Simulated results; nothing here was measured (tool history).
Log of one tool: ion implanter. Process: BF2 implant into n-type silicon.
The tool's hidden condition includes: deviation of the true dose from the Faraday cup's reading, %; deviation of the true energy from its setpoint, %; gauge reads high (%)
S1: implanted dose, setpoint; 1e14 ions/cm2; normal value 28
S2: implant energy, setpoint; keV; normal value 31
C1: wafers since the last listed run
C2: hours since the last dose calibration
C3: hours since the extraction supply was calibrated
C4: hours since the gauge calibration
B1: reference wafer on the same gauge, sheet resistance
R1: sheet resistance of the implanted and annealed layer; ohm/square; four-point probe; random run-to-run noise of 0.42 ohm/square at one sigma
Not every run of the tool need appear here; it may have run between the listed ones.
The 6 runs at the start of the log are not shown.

| run | hour | S1 | S2 | C1 | C2 | C3 | C4 | B1 | R1 |
|---|---|---|---|---|---|---|---|---|---|
| 7 | 121.8 | 28 | 31 | 376 | 1586.4 | 3291.1 | 98.8 | 113.39 | 128.34 |
| 8 | 149.8 | 28 | 31 | 458 | 1614.4 | 3319.1 | 126.8 | 113.58 | 127.53 |
| 9 | 193.6 | 28 | 31 | 716 | 1658.2 | 3362.9 | 170.6 | 113.78 | 128.07 |
| 10 | 210.1 | 30.82 | 36 | 269 | 1674.7 | 3379.4 | 187.1 | 113.76 | 117.5 |
| 11 | 239.5 | 25.53 | 25.5 | 481 | 1704.1 | 3408.8 | 216.5 | 113.9 | 141.66 |
| 12 | 269.4 | 25.53 | 25.5 | 489 | 1734 | 3438.7 | 246.4 | 113.89 | 142.23 |
| 13 | 285.3 | 25.53 | 25.5 | 260 | 1749.9 | 3454.6 | 262.3 | 114.01 | 141.09 |
| 14 | 311.4 | 28 | 28.5 | 427 | 1776 | 3480.7 | 288.4 | 113.96 | 133.81 |
| 15 | 328.3 | 28 | 28.5 | 276 | 1792.9 | 3497.6 | 305.3 | 114.02 | 133.74 |
| 16 | 340.8 | 28 | 24.5 | 204 | 1805.4 | 3510.1 | 317.8 | 114.16 | 144.77 |
| 17 | 370.2 | 28 | 24.5 | 481 | 1834.8 | 3539.5 | 347.2 | 114.13 | 143.93 |
| 18 | 402.1 | 22.37 | 27 | 521 | 1866.7 | 3571.4 | 379.1 | 114.34 | 139.74 |
| 19 | 435.7 | 28 | 31 | 549 | 1900.3 | 3605 | 412.7 | 114.31 | 128.89 |
| 20 | 468.9 | 32.05 | 27.5 | 543 | 1933.5 | 3638.2 | 445.9 | 114.45 | 135.92 |
| 21 | 501.4 | 35.5 | 21.5 | 531 | 1966 | 3670.7 | 478.4 | 114.59 | 150.47 |
| 22 | 522.3 | 34.51 | 34 | 341 | 1986.9 | 3691.6 | 499.3 | 114.57 | 120.77 |
| 23 | 554.6 | 35.22 | 25 | 528 | 2019.2 | 3723.9 | 531.6 | 114.73 | 141.25 |
|  | 568.4 | extraction supply calibrated |
| 24 | 568.9 | 19.9 | 34 | 103 | 2033.5 | 0.5 | 545.9 | 114.61 | 126.05 |
| 25 | 582.4 | 28 | 31 | 220 | 2047 | 14 | 559.4 | 114.89 | 129.22 |
| 26 | 604.7 | 31.73 | 27 | 364 | 2069.3 | 36.3 | 581.7 | 114.8 | 137.25 |
|  | 606.4 | gauge calibrated |
|  | 619.4 | Faraday cup replaced and dose calibrated |
| 27 | 620 | 28 | 31 | 119 | 0.6 | 51.6 | 13.6 | 112.94 | 127.12 |

Forecast run 28:
| 28 | 651.1 | 22.24 | 24.5 | 508 | 31.7 | 82.7 | 44.7 | ? | ? |

{"run 28": {"B1": 113.01, "R1": 144.75}}
Minus the tool's unlogged condition, the same run would have read R1 144.7 ohm/square.
